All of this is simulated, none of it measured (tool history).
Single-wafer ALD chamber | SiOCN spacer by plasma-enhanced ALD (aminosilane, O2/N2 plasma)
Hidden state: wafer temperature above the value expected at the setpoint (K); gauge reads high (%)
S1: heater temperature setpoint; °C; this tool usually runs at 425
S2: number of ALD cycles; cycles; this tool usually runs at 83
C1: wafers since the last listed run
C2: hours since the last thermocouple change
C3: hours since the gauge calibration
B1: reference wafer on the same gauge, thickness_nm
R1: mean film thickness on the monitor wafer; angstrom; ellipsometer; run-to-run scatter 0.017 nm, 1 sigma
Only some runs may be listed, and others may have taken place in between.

run,hour,S1,S2,C1,C2,C3,B1,R1
1,0.0,425,83,0,1503.1,736.2,4.361,47.60
2,28.8,425,83,118,1531.9,765.0,4.362,47.29
3,220.5,425,83,788,1723.6,956.7,4.362,46.96
4,273.0,425,83,216,1776.1,1009.2,4.360,47.25
5,344.3,425,83,293,1847.4,1080.5,4.365,47.20
6,518.8,425,83,718,2021.9,1255.0,4.355,47.06
7,584.0,415,83,268,2087.1,1320.2,4.360,48.57
8,612.9,415,83,118,2116.0,1349.1,4.364,48.73
9,656.9,415,83,181,2160.0,1393.1,4.364,48.78
10,726.0,430,77,284,2229.1,1462.2,4.360,42.58
11,768.9,425,77,176,2272.0,1505.1,4.360,43.24
12,803.7,425,77,143,2306.8,1539.9,4.361,43.39
13,861.8,425,77,239,2364.9,1598.0,4.361,43.36
# hour 953.1: thermocouple changed; heater temperature recalibrated
14,966.0,425,83,395,12.9,1702.2,4.363,47.64
15,1014.2,425,83,198,61.1,1750.4,4.358,47.46
16,1056.1,425,72,172,103.0,1792.3,4.362,41.23
17,1117.0,425,72,250,163.9,1853.2,4.362,41.24
18,1151.1,425,83,140,198.0,1887.3,4.363,47.81
# hour 1206.1: gauge calibrated
19,1208.7,425,83,237,255.6,2.6,4.366,47.45
20,1279.8,425,83,292,326.7,73.7,4.361,47.40
21,1345.3,425,72,269,392.2,139.2,4.362,41.20
22,1404.2,438,75,242,451.1,198.1,4.361,41.02
23,1456.6,431,88,215,503.5,250.5,4.356,49.15
24,1510.5,425,83,221,557.4,304.4,4.358,47.54
25,1560.3,425,83,204,607.2,354.2,4.362,47.31
26,1687.6,430,90,523,734.5,481.5,4.360,50.51
27,1736.6,421,83,201,783.5,530.5,4.363,47.94
28,1772.4,431,71,147,819.3,566.3,4.368,39.94
29,1840.8,430,93,281,887.7,634.7,4.363,52.33
30,1890.1,425,68,202,937.0,684.0,4.360,38.94

Forecast run 31:
31,1946.7,436,74,232,993.6,740.6,?,?

B1: 4.357
R1: 40.71 angstrom
With the hidden condition absent and the run-to-run variation left alone, this run would have shown R1 40.91 angstrom.
